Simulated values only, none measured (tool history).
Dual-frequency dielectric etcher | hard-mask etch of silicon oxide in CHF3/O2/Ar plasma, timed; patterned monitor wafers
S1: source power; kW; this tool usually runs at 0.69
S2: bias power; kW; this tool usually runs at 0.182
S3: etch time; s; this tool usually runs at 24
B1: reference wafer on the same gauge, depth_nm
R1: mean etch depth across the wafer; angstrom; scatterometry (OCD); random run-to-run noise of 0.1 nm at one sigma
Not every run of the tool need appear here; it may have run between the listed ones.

| run | hour | S1 | S2 | S3 | B1 | R1 |
|---|---|---|---|---|---|---|
| 1 | 0 | 0.69 | 0.182 | 24 | 46.9 | 457 |
| 2 | 71.4 | 0.69 | 0.182 | 24 | 46.9 | 457 |
| 3 | 105.7 | 0.69 | 0.182 | 24 | 46.9 | 457 |
| 4 | 135.7 | 0.69 | 0.182 | 24 | 46.9 | 454 |
| 5 | 160.4 | 0.69 | 0.182 | 24 | 46.9 | 452 |
| 6 | 187.3 | 0.69 | 0.182 | 24 | 46.9 | 452 |
| 7 | 231.1 | 0.69 | 0.168 | 24 | 46.9 | 436 |
| 8 | 256 | 0.69 | 0.168 | 24 | 46.9 | 437 |
| 9 | 291.9 | 0.69 | 0.168 | 24 | 46.9 | 435 |
| 10 | 344.8 | 0.69 | 0.182 | 24 | 46.9 | 450 |
|  | 376.6 | upper electrode replaced |
|  | 429.1 | wet clean of the chamber |
| 11 | 429.6 | 0.69 | 0.182 | 30 | 46.9 | 571 |
|  | 452.9 | source power generator calibrated |
| 12 | 462.9 | 0.73 | 0.182 | 17.5 | 46.9 | 341 |
|  | 484.1 | gauge calibrated |
| 13 | 503.3 | 0.69 | 0.182 | 29.5 | 46.9 | 558 |
| 14 | 533.3 | 0.74 | 0.164 | 17.5 | 46.9 | 327 |
|  | 559.5 | bias power generator calibrated |
| 15 | 586 | 0.69 | 0.182 | 17.5 | 46.9 | 330 |
| 16 | 769.5 | 0.59 | 0.148 | 24 | 46.9 | 385 |
| 17 | 823.3 | 0.69 | 0.182 | 29 | 46.9 | 540 |
| 18 | 856.3 | 0.69 | 0.182 | 24 | 46.9 | 446 |

A few steps of R1 between consecutive runs. Split each: what settings, incoming material and random variation would produce without the hidden state, and what is left over for the hidden state, along with gauge scatter present in only one of the two compared results (measured, and without hidden state):
The tool's hidden condition here consists of: etch rate over this chamber's usual, %; source power that arrives over what is set, %; bias power that arrives over what is set, %; gauge reads high (%).
Run 10 -> 11: S3 24 -> 30, upper electrode replaced, wet clean of the chamber. R1 +121 angstrom: hidden state +7, all else +114.
Run 13 -> 14: S1 0.69 -> 0.74, S2 0.182 -> 0.164, S3 29.5 -> 17.5. R1 -231 angstrom: hidden state +1, all else -232.

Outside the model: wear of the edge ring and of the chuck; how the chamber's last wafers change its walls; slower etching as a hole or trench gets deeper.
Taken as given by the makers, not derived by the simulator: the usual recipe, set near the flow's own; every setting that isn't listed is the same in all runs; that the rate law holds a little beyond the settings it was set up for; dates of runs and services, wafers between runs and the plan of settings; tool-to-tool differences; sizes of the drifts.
